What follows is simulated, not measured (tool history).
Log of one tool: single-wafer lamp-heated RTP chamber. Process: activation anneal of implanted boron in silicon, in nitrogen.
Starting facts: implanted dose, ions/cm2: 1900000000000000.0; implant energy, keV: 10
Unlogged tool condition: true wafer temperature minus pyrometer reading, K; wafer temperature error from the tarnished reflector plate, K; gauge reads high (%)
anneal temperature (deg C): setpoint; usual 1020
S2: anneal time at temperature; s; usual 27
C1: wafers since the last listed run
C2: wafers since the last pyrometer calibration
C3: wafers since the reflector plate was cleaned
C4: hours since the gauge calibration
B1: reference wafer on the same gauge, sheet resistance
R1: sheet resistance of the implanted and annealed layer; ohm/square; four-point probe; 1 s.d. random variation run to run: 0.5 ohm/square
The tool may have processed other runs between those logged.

{"run": 1, "day": 0.0, "anneal temperature (deg C)": 999, "S2": 27, "C1": 0, "C2": 2323, "C3": 486, "C4": 933.5, "B1": 105.91, "R1": 109.44}
{"run": 2, "day": 0.979, "anneal temperature (deg C)": 999, "S2": 27, "C1": 424, "C2": 2747, "C3": 910, "C4": 957, "B1": 106.02, "R1": 109.7}
{"run": 3, "day": 3.012, "anneal temperature (deg C)": 999, "S2": 27, "C1": 880, "C2": 3628, "C3": 1791, "C4": 1005.8, "B1": 106.1, "R1": 109.26}
{"run": 4, "day": 3.596, "anneal temperature (deg C)": 1027, "S2": 22, "C1": 252, "C2": 3880, "C3": 2044, "C4": 1019.8, "B1": 106.01, "R1": 97.6}
{"run": 5, "day": 4.788, "anneal temperature (deg C)": 1027, "S2": 22, "C1": 516, "C2": 4397, "C3": 2560, "C4": 1048.4, "B1": 105.98, "R1": 97.58}
{"run": 6, "day": 6.883, "anneal temperature (deg C)": 1027, "S2": 22, "C1": 907, "C2": 5304, "C3": 3467, "C4": 1098.7, "B1": 106.05, "R1": 95.87}
{"run": 7, "day": 7.65, "anneal temperature (deg C)": 1020, "S2": 27, "C1": 332, "C2": 5636, "C3": 3799, "C4": 1117.1, "B1": 105.88, "R1": 97.08}
{"run": 8, "day": 8.583, "anneal temperature (deg C)": 1020, "S2": 16, "C1": 404, "C2": 6040, "C3": 4203, "C4": 1139.5, "B1": 105.87, "R1": 101.74}
{"run": 9, "day": 9.262, "anneal temperature (deg C)": 1020, "S2": 16, "C1": 294, "C2": 6334, "C3": 4497, "C4": 1155.8, "B1": 106.04, "R1": 102.48}
{"run": 10, "day": 10.579, "anneal temperature (deg C)": 1020, "S2": 16, "C1": 570, "C2": 6905, "C3": 5068, "C4": 1187.4, "B1": 106.13, "R1": 100.51}
{"day": 11.467, "done": "reflector plate cleaned"}
{"day": 11.904, "done": "pyrometer window cleaned and pyrometer calibrated"}
{"run": 11, "day": 11.925, "anneal temperature (deg C)": 1020, "S2": 27, "C1": 294, "C2": 9, "C3": 54, "C4": 1219.7, "B1": 105.94, "R1": 94.53}
{"run": 12, "day": 13.162, "anneal temperature (deg C)": 1020, "S2": 27, "C1": 535, "C2": 545, "C3": 590, "C4": 1249.4, "B1": 106.1, "R1": 94.05}
{"run": 13, "day": 13.879, "anneal temperature (deg C)": 1020, "S2": 27, "C1": 310, "C2": 855, "C3": 900, "C4": 1266.6, "B1": 105.86, "R1": 95.45}
{"run": 14, "day": 14.942, "anneal temperature (deg C)": 1020, "S2": 27, "C1": 460, "C2": 1315, "C3": 1361, "C4": 1292.1, "B1": 105.9, "R1": 94.58}
{"run": 15, "day": 15.667, "anneal temperature (deg C)": 1020, "S2": 27, "C1": 313, "C2": 1629, "C3": 1674, "C4": 1309.5, "B1": 106.03, "R1": 95.11}
{"run": 16, "day": 16.442, "anneal temperature (deg C)": 1020, "S2": 27, "C1": 335, "C2": 1965, "C3": 2010, "C4": 1328.1, "B1": 105.98, "R1": 94.48}
{"run": 17, "day": 17.2, "anneal temperature (deg C)": 1020, "S2": 34, "C1": 328, "C2": 2293, "C3": 2338, "C4": 1346.3, "B1": 106.12, "R1": 91.76}
{"run": 18, "day": 18.5, "anneal temperature (deg C)": 997, "S2": 42, "C1": 562, "C2": 2856, "C3": 2901, "C4": 1377.5, "B1": 105.92, "R1": 100.57}
{"day": 19.071, "done": "gauge calibrated"}
{"run": 19, "day": 19.767, "anneal temperature (deg C)": 1020, "S2": 31, "C1": 548, "C2": 3405, "C3": 3450, "C4": 16.7, "B1": 106.07, "R1": 91.41}
{"run": 20, "day": 20.992, "anneal temperature (deg C)": 1020, "S2": 27, "C1": 530, "C2": 3935, "C3": 3980, "C4": 46.1, "B1": 106.12, "R1": 93.71}
{"run": 21, "day": 22.15, "anneal temperature (deg C)": 1020, "S2": 27, "C1": 501, "C2": 4437, "C3": 4482, "C4": 73.9, "B1": 105.9, "R1": 92.95}
{"day": 22.508, "done": "pyrometer window cleaned and pyrometer calibrated, repeated, since the last time left the tool worse"}
{"run": 22, "day": 22.896, "anneal temperature (deg C)": 1020, "S2": 27, "C1": 178, "C2": 167, "C3": 4661, "C4": 91.8, "B1": 106.09, "R1": 100.44}
{"day": 23.525, "done": "reflector plate cleaned"}
{"run": 23, "day": 24.146, "anneal temperature (deg C)": 1046, "S2": 22, "C1": 396, "C2": 564, "C3": 269, "C4": 121.8, "B1": 105.91, "R1": 90.51}
{"run": 24, "day": 24.658, "anneal temperature (deg C)": 1005, "S2": 17, "C1": 221, "C2": 785, "C3": 491, "C4": 134.1, "B1": 106.22, "R1": 111.11}
{"run": 25, "day": 27.158, "anneal temperature (deg C)": 1006, "S2": 17, "C1": 1082, "C2": 1868, "C3": 1574, "C4": 194.1, "B1": 105.97, "R1": 110.38}
{"run": 26, "day": 28.25, "anneal temperature (deg C)": 1020, "S2": 27, "C1": 472, "C2": 2341, "C3": 2046, "C4": 220.3, "B1": 105.94, "R1": 99.59}
{"run": 27, "day": 28.996, "anneal temperature (deg C)": 1046, "S2": 33, "C1": 322, "C2": 2664, "C3": 2369, "C4": 238.2, "B1": 105.93, "R1": 85.54}
{"run": 28, "day": 29.508, "anneal temperature (deg C)": 1011, "S2": 22, "C1": 221, "C2": 2886, "C3": 2591, "C4": 250.5, "B1": 106.06, "R1": 105.31}
{"run": 29, "day": 30.779, "anneal temperature (deg C)": 1033, "S2": 42, "C1": 550, "C2": 3436, "C3": 3142, "C4": 281, "B1": 105.82, "R1": 88.94}
{"run": 30, "day": 32.071, "anneal temperature (deg C)": 1035, "S2": 38, "C1": 559, "C2": 3996, "C3": 3701, "C4": 312, "B1": 106.08, "R1": 88.53}
{"run": 31, "day": 33.212, "anneal temperature (deg C)": 1036, "S2": 20, "C1": 494, "C2": 4490, "C3": 4195, "C4": 339.4, "B1": 105.82, "R1": 94.78}
{"day": 34.046, "done": "reflector plate cleaned"}
{"run": 32, "day": 34.067, "anneal temperature (deg C)": 1020, "S2": 20, "C1": 225, "C2": 4715, "C3": 9, "C4": 359.9, "B1": 105.93, "R1": 100.91}
{"run": 33, "day": 34.679, "anneal temperature (deg C)": 1020, "S2": 27, "C1": 265, "C2": 4981, "C3": 274, "C4": 374.6, "B1": 106.1, "R1": 98.22}
{"run": 34, "day": 35.262, "anneal temperature (deg C)": 1030, "S2": 39, "C1": 252, "C2": 5233, "C3": 527, "C4": 388.6, "B1": 106.12, "R1": 90.14}
{"run": 35, "day": 36.242, "anneal temperature (deg C)": 1003, "S2": 27, "C1": 424, "C2": 5657, "C3": 951, "C4": 412.1, "B1": 105.78, "R1": 105.58}
{"run": 36, "day": 37.008, "anneal temperature (deg C)": 1009, "S2": 31, "C1": 332, "C2": 5989, "C3": 1283, "C4": 430.5, "B1": 105.84, "R1": 101.94}
{"run": 37, "day": 38.312, "anneal temperature (deg C)": 1028, "S2": 16, "C1": 564, "C2": 6554, "C3": 1847, "C4": 461.8, "B1": 105.97, "R1": 98.28}
{"day": 38.954, "done": "pyrometer window cleaned and pyrometer calibrated"}
{"run": 38, "day": 38.975, "anneal temperature (deg C)": 997, "S2": 33, "C1": 142, "C2": 9, "C3": 1990, "C4": 477.7, "B1": 106, "R1": 110.9}

3 options for the next run, each taken on its own from the tool as it stands now. Forecast them:
{"run": "A", "day": 38.992, "anneal temperature (deg C)": 1020, "S2": 13, "C1": 7, "C2": 16, "C3": 1997, "C4": 478.1, "B1": "?", "R1": "?"}
{"run": "B", "day": 38.992, "anneal temperature (deg C)": 1006, "S2": 12, "C1": 7, "C2": 16, "C3": 1997, "C4": 478.1, "B1": "?", "R1": "?"}
{"run": "C", "day": 38.992, "anneal temperature (deg C)": 1044, "S2": 13, "C1": 7, "C2": 16, "C3": 1997, "C4": 478.1, "B1": "?", "R1": "?"}

run=A B1=105.88 R1=106.61
run=B B1=105.88 R1=113.77
run=C B1=105.88 R1=96.47
What these runs would have given with no unlogged condition in the tool:
run=A R1=106.66
run=B R1=113.82
run=C R1=96.51
